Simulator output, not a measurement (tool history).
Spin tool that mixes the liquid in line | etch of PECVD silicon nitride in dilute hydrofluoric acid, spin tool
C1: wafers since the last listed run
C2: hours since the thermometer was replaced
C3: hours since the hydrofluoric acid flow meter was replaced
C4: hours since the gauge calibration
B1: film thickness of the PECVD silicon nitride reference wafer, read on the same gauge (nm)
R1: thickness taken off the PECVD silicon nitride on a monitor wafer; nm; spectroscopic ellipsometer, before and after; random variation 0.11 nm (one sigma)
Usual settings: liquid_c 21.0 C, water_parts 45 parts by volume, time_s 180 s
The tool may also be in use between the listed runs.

{"run": 1, "hour": 0.0, "liquid_c": 21.0, "water_parts": 45, "time_s": 180, "C1": 0, "C2": 540.7, "C3": 1252.6, "C4": 672.4, "B1": 50.0, "R1": 12.81}
{"hour": 34.1, "done": "gauge calibrated"}
{"run": 2, "hour": 41.0, "liquid_c": 21.0, "water_parts": 45, "time_s": 180, "C1": 245, "C2": 581.7, "C3": 1293.6, "C4": 6.9, "B1": 50.0, "R1": 12.95}
{"run": 3, "hour": 146.7, "liquid_c": 21.0, "water_parts": 45, "time_s": 180, "C1": 632, "C2": 687.4, "C3": 1399.3, "C4": 112.6, "B1": 50.01, "R1": 13.21}
{"run": 4, "hour": 219.4, "liquid_c": 21.0, "water_parts": 45, "time_s": 180, "C1": 435, "C2": 760.1, "C3": 1472.0, "C4": 185.3, "B1": 49.99, "R1": 13.24}
{"run": 5, "hour": 324.7, "liquid_c": 21.0, "water_parts": 45, "time_s": 180, "C1": 630, "C2": 865.4, "C3": 1577.3, "C4": 290.6, "B1": 50.01, "R1": 13.26}
{"run": 6, "hour": 388.9, "liquid_c": 21.0, "water_parts": 55, "time_s": 180, "C1": 384, "C2": 929.6, "C3": 1641.5, "C4": 354.8, "B1": 49.98, "R1": 11.16}
{"run": 7, "hour": 455.4, "liquid_c": 21.0, "water_parts": 45, "time_s": 180, "C1": 398, "C2": 996.1, "C3": 1708.0, "C4": 421.3, "B1": 50.01, "R1": 13.18}
{"run": 8, "hour": 533.4, "liquid_c": 21.0, "water_parts": 45, "time_s": 180, "C1": 467, "C2": 1074.1, "C3": 1786.0, "C4": 499.3, "B1": 49.99, "R1": 13.85}
{"run": 9, "hour": 586.0, "liquid_c": 19.0, "water_parts": 40, "time_s": 125, "C1": 314, "C2": 1126.7, "C3": 1838.6, "C4": 551.9, "B1": 49.98, "R1": 9.4}
{"hour": 594.4, "done": "gauge calibrated"}
{"run": 10, "hour": 655.4, "liquid_c": 21.0, "water_parts": 45, "time_s": 180, "C1": 415, "C2": 1196.1, "C3": 1908.0, "C4": 61.0, "B1": 50.0, "R1": 13.66}
{"run": 11, "hour": 736.9, "liquid_c": 17.0, "water_parts": 45, "time_s": 220, "C1": 488, "C2": 1277.6, "C3": 1989.5, "C4": 142.5, "B1": 49.99, "R1": 12.83}
{"hour": 816.6, "done": "thermometer replaced"}
{"run": 12, "hour": 822.5, "liquid_c": 17.5, "water_parts": 30, "time_s": 110, "C1": 506, "C2": 5.9, "C3": 2075.1, "C4": 228.1, "B1": 50.0, "R1": 8.65}
{"hour": 888.8, "done": "hydrofluoric acid flow meter replaced"}
{"run": 13, "hour": 897.3, "liquid_c": 25.5, "water_parts": 45, "time_s": 240, "C1": 441, "C2": 80.7, "C3": 8.5, "C4": 302.9, "B1": 49.99, "R1": 22.2}
{"run": 14, "hour": 946.4, "liquid_c": 25.5, "water_parts": 45, "time_s": 180, "C1": 294, "C2": 129.8, "C3": 57.6, "C4": 352.0, "B1": 49.99, "R1": 17.1}
{"run": 15, "hour": 1003.6, "liquid_c": 21.0, "water_parts": 45, "time_s": 180, "C1": 342, "C2": 187.0, "C3": 114.8, "C4": 409.2, "B1": 49.99, "R1": 12.27}
{"run": 16, "hour": 1043.4, "liquid_c": 21.0, "water_parts": 65, "time_s": 260, "C1": 238, "C2": 226.8, "C3": 154.6, "C4": 449.0, "B1": 49.99, "R1": 12.81}
{"run": 17, "hour": 1125.8, "liquid_c": 18.5, "water_parts": 55, "time_s": 230, "C1": 493, "C2": 309.2, "C3": 237.0, "C4": 531.4, "B1": 49.98, "R1": 11.14}

Forecast each of these 5 alternatives for the next run:
{"run": "A", "hour": 1126.3, "liquid_c": 21.0, "water_parts": 45, "time_s": 250, "C1": 2, "C2": 309.7, "C3": 237.5, "C4": 531.9, "B1": "?", "R1": "?"}
{"run": "B", "hour": 1126.3, "liquid_c": 21.0, "water_parts": 40, "time_s": 125, "C1": 2, "C2": 309.7, "C3": 237.5, "C4": 531.9, "B1": "?", "R1": "?"}
{"run": "C", "hour": 1126.3, "liquid_c": 19.0, "water_parts": 25, "time_s": 250, "C1": 2, "C2": 309.7, "C3": 237.5, "C4": 531.9, "B1": "?", "R1": "?"}
{"run": "D", "hour": 1126.3, "liquid_c": 26.0, "water_parts": 60, "time_s": 125, "C1": 2, "C2": 309.7, "C3": 237.5, "C4": 531.9, "B1": "?", "R1": "?"}
{"run": "E", "hour": 1126.3, "liquid_c": 23.5, "water_parts": 45, "time_s": 180, "C1": 2, "C2": 309.7, "C3": 237.5, "C4": 531.9, "B1": "?", "R1": "?"}

run=A B1=50.01 R1=17.41
run=B B1=50.01 R1=9.76
run=C B1=50.01 R1=26.71
run=D B1=50.01 R1=9.19
run=E B1=50.01 R1=14.86
Without the tool's hidden state the same runs would have given:
run=A R1=16.74
run=B R1=9.38
run=C R1=25.66
run=D R1=8.86
run=E R1=14.30

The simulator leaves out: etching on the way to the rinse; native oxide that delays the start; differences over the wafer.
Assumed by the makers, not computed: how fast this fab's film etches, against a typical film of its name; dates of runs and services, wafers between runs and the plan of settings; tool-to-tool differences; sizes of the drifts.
